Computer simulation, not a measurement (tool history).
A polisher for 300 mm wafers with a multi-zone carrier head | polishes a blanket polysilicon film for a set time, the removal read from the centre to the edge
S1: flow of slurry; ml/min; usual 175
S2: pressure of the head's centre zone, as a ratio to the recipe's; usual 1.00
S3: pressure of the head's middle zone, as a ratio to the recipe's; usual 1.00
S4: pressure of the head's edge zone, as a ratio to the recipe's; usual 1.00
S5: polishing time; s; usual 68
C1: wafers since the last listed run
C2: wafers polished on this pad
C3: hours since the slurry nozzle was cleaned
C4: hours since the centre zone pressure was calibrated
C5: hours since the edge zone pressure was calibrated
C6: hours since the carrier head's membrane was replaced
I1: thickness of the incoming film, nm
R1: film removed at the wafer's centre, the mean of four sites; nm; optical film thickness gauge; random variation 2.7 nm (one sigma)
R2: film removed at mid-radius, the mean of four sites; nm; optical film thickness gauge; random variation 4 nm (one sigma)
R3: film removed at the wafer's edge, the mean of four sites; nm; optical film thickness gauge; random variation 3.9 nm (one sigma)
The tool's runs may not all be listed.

Run 1, hour 0.0: usual settings but S4 1.05, S5 49 s; C1 0; C2 554; C3 53.6; C4 162.3; C5 112.9; C6 1805.6; I1 1739.0. Result: R1 263.3 nm, R2 261.0 nm, R3 271.5 nm.
Run 2, hour 29.5: usual settings but S4 1.05, S5 49 s; C1 452; C2 1006; C3 83.1; C4 191.8; C5 142.4; C6 1835.1; I1 1754.6. Result: R1 257.9 nm, R2 251.5 nm, R3 262.4 nm.
Run 3, hour 51.9: usual settings but S4 1.04; C1 343; C2 1350; C3 105.5; C4 214.2; C5 164.8; C6 1857.5; I1 1731.1. Result: R1 347.3 nm, R2 348.6 nm, R3 362.8 nm.
Run 4, hour 83.6: usual settings but S4 1.04; C1 486; C2 1836; C3 137.2; C4 245.9; C5 196.5; C6 1889.2; I1 1712.0. Result: R1 346.1 nm, R2 342.8 nm, R3 353.0 nm.
At hour 90.1: worn pad replaced by a new one.
Run 5, hour 108.5: usual settings but S2 1.06; C1 320; C2 281; C3 162.1; C4 270.8; C5 221.4; C6 1914.1; I1 1701.1. Result: R1 390.3 nm, R2 358.9 nm, R3 375.4 nm.
Run 6, hour 127.4: usual settings but S2 1.06; C1 289; C2 571; C3 181.0; C4 289.7; C5 240.3; C6 1933.0; I1 1728.5. Result: R1 386.5 nm, R2 364.9 nm, R3 372.0 nm.
Run 7, hour 146.1: usual settings but S2 1.06; C1 286; C2 857; C3 199.7; C4 308.4; C5 259.0; C6 1951.7; I1 1706.8. Result: R1 385.2 nm, R2 360.5 nm, R3 356.5 nm.
Run 8, hour 161.8: usual settings but S5 75 s; C1 240; C2 1098; C3 215.4; C4 324.1; C5 274.7; C6 1967.4; I1 1745.1. Result: R1 391.6 nm, R2 393.2 nm, R3 394.3 nm.
Run 9, hour 187.7: usual settings but S5 75 s; C1 397; C2 1495; C3 241.3; C4 350.0; C5 300.6; C6 1993.3; I1 1692.6. Result: R1 385.1 nm, R2 387.5 nm, R3 386.1 nm.
At hour 206.4: carrier head's membrane replaced by a new one.
At hour 215.5: worn pad replaced by a new one.
Run 10, hour 231.1: usual settings but S2 1.10, S3 0.91; C1 527; C2 239; C3 284.7; C4 393.4; C5 344.0; C6 24.7; I1 1746.6. Result: R1 408.8 nm, R2 334.7 nm, R3 377.6 nm.
Run 11, hour 244.7: usual settings but S2 1.08; C1 208; C2 447; C3 298.3; C4 407.0; C5 357.6; C6 38.3; I1 1734.4. Result: R1 395.4 nm, R2 360.7 nm, R3 366.0 nm.
At hour 246.9: edge zone pressure recalibrated.
At hour 247.0: centre zone pressure recalibrated.
Run 12, hour 274.4: usual settings but S1 150 ml/min; C1 423; C2 870; C3 328.0; C4 27.4; C5 27.5; C6 68.0; I1 1715.6. Result: R1 348.1 nm, R2 346.9 nm, R3 358.1 nm.
Run 13, hour 294.7: usual settings but S1 125 ml/min, S2 1.08, S3 1.11, S5 55 s; C1 311; C2 1181; C3 348.3; C4 47.7; C5 47.8; C6 88.3; I1 1741.1. Result: R1 288.6 nm, R2 289.2 nm, R3 273.8 nm.
Run 14, hour 324.8: usual settings; C1 461; C2 1643; C3 378.4; C4 77.8; C5 77.9; C6 118.4; I1 1730.8. Result: R1 345.0 nm, R2 345.4 nm, R3 344.3 nm.
At hour 340.5: worn pad replaced by a new one.
Run 15, hour 341.0: usual settings; C1 187; C2 8; C3 394.6; C4 94.0; C5 94.1; C6 134.6; I1 1736.1. Result: R1 372.1 nm, R2 378.0 nm, R3 376.4 nm.
At hour 356.7: slurry nozzle cleaned.
Run 16, hour 363.5: usual settings but S3 1.06; C1 329; C2 337; C3 6.8; C4 116.5; C5 116.6; C6 157.1; I1 1727.7. Result: R1 365.9 nm, R2 380.0 nm, R3 370.3 nm.
Run 17, hour 380.1: usual settings but S1 125 ml/min, S3 0.92, S4 1.09; C1 254; C2 592; C3 23.4; C4 133.1; C5 133.2; C6 173.7; I1 1747.1. Result: R1 332.7 nm, R2 312.0 nm, R3 363.2 nm.
Run 18, hour 407.7: usual settings but S2 1.05, S4 0.96; C1 423; C2 1015; C3 51.0; C4 160.7; C5 160.8; C6 201.3; I1 1733.6. Result: R1 373.8 nm, R2 357.5 nm, R3 354.4 nm.
Run 19, hour 434.7: usual settings but S2 1.08, S4 0.91; C1 413; C2 1429; C3 78.0; C4 187.7; C5 187.8; C6 228.3; I1 1702.9. Result: R1 380.1 nm, R2 348.6 nm, R3 340.9 nm.
Run 20, hour 453.1: usual settings but S2 0.92; C1 282; C2 1711; C3 96.4; C4 206.1; C5 206.2; C6 246.7; I1 1722.1. Result: R1 321.1 nm, R2 349.8 nm, R3 348.2 nm.
At hour 458.7: worn pad replaced by a new one.
Run 21, hour 486.1: usual settings but S3 1.04, S5 80 s; C1 444; C2 419; C3 129.4; C4 239.1; C5 239.2; C6 279.7; I1 1735.8. Result: R1 436.3 nm, R2 445.7 nm, R3 430.5 nm.

5 ways to go on from here, each from the tool as it stands after run 21. What would each give?
Run A, hour 486.5: usual settings but S3 1.12; C1 6; C2 425; C3 129.8; C4 239.5; C5 239.6; C6 280.1; I1 1724.3. Result: R1 ?, R2 ?, R3 ?.
Run B, hour 486.5: usual settings but S3 1.05; C1 6; C2 425; C3 129.8; C4 239.5; C5 239.6; C6 280.1; I1 1724.3. Result: R1 ?, R2 ?, R3 ?.
Run C, hour 486.5: usual settings but S4 0.93, S5 89 s; C1 6; C2 425; C3 129.8; C4 239.5; C5 239.6; C6 280.1; I1 1724.3. Result: R1 ?, R2 ?, R3 ?.
Run D, hour 486.5: usual settings but S5 84 s; C1 6; C2 425; C3 129.8; C4 239.5; C5 239.6; C6 280.1; I1 1724.3. Result: R1 ?, R2 ?, R3 ?.
Run E, hour 486.5: usual settings but S1 195 ml/min, S5 88 s; C1 6; C2 425; C3 129.8; C4 239.5; C5 239.6; C6 280.1; I1 1724.3. Result: R1 ?, R2 ?, R3 ?.

run     R1     R2     R3
  A  369.0  397.4  363.5
  B  368.8  376.1  363.9
  C  482.6  472.3  460.4
  D  455.5  445.8  449.8
  E  487.1  475.7  477.7
Without the tool's hidden state the same runs would have given:
run     R1     R2     R3
  A  378.6  407.7  373.0
  B  378.4  385.8  373.3
  C  495.1  484.6  472.4
  D  467.3  457.3  461.5
  E  499.7  488.0  490.1
